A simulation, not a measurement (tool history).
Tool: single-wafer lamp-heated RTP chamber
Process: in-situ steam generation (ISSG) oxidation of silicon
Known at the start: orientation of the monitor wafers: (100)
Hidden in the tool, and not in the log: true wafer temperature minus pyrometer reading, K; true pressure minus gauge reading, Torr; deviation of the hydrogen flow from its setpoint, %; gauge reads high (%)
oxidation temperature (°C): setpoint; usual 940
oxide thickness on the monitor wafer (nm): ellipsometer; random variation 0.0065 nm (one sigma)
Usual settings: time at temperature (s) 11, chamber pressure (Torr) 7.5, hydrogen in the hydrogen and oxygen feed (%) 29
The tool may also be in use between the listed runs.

| run | day | oxidation temperature (°C) | time at temperature (s) | chamber pressure (Torr) | hydrogen in the hydrogen and oxygen feed (%) | wafers since the last listed run | wafers since the last pyrometer calibration | hours since the pressure gauge was zeroed | hours since the hydrogen flow controller was replaced | hours since the gauge calibration | read-back reference wafer on the same gauge, thickness | oxide thickness on the monitor wafer (nm) |
|---|---|---|---|---|---|---|---|---|---|---|---|---|
| 1 | 0.000 | 940 | 11 | 7.5 | 29 | 0 | 5006 | 2165.9 | 3115.6 | 98.1 | 3.770 | 4.380 |
| 2 | 0.354 | 940 | 11 | 7.5 | 29 | 68 | 5075 | 2174.4 | 3124.1 | 106.6 | 3.767 | 4.384 |
| 3 | 1.021 | 940 | 11 | 7.5 | 32 | 129 | 5205 | 2190.4 | 3140.1 | 122.6 | 3.769 | 4.529 |
| 4 | 1.658 | 940 | 11 | 7.5 | 32 | 124 | 5329 | 2205.7 | 3155.4 | 137.9 | 3.770 | 4.518 |
|  | 3.771 | pressure gauge zeroed |
| 5 | 3.875 | 940 | 11 | 7.5 | 32 | 366 | 5695 | 2.5 | 3208.6 | 191.1 | 3.769 | 4.526 |
| 6 | 4.129 | 940 | 9 | 7.5 | 29 | 49 | 5745 | 8.6 | 3214.7 | 197.2 | 3.769 | 4.094 |
| 7 | 4.596 | 940 | 9 | 7.5 | 29 | 90 | 5836 | 19.8 | 3225.9 | 208.4 | 3.769 | 4.103 |
| 8 | 4.962 | 940 | 9 | 7.5 | 29 | 71 | 5907 | 28.6 | 3234.7 | 217.2 | 3.770 | 4.089 |
|  | 5.546 | gauge calibrated |
|  | 5.562 | hydrogen flow controller replaced |
| 9 | 5.642 | 949 | 8 | 7.1 | 29 | 67 | 5974 | 44.9 | 1.9 | 2.3 | 3.767 | 3.993 |
|  | 6.238 | pyrometer window cleaned and pyrometer calibrated |
| 10 | 6.258 | 940 | 11 | 7.5 | 32 | 55 | 4 | 59.7 | 16.7 | 17.1 | 3.772 | 4.564 |
| 11 | 6.742 | 940 | 9 | 7.5 | 22 | 94 | 98 | 71.3 | 28.3 | 28.7 | 3.771 | 3.819 |
| 12 | 7.188 | 959 | 11 | 6.9 | 29 | 86 | 185 | 82.0 | 39.0 | 39.4 | 3.770 | 4.631 |
|  | 7.892 | pyrometer window cleaned and pyrometer calibrated, repeated, since the last time left the tool worse |
| 13 | 7.912 | 950 | 14 | 7.9 | 32 | 76 | 4 | 99.4 | 56.4 | 56.8 | 3.771 | 4.941 |
| 14 | 8.367 | 940 | 11 | 6.9 | 22 | 88 | 92 | 110.3 | 67.3 | 67.7 | 3.771 | 3.978 |
| 15 | 8.938 | 940 | 11 | 7.5 | 29 | 111 | 203 | 124.0 | 81.0 | 81.4 | 3.772 | 4.331 |
| 16 | 9.679 | 946 | 15 | 7.5 | 29 | 144 | 348 | 141.8 | 98.8 | 99.2 | 3.768 | 4.910 |

Forecast each of these 3 alternatives for the next run:
| A | 9.700 | 933 | 11 | 7.5 | 29 | 4 | 352 | 142.3 | 99.3 | 99.7 | ? | ? |
| B | 9.700 | 928 | 11 | 7.1 | 22 | 4 | 352 | 142.3 | 99.3 | 99.7 | ? | ? |
| C | 9.700 | 940 | 11 | 6.9 | 32 | 4 | 352 | 142.3 | 99.3 | 99.7 | ? | ? |

| run | read-back reference wafer on the same gauge, thickness | oxide thickness on the monitor wafer (nm) |
|---|---|---|
| A | 3.769 | 4.263 |
| B | 3.769 | 3.897 |
| C | 3.769 | 4.458 |
Without the tool's hidden state the same runs would have given:
| run | oxide thickness on the monitor wafer (nm) |
|---|---|
| A | 4.244 |
| B | 3.880 |
| C | 4.437 |
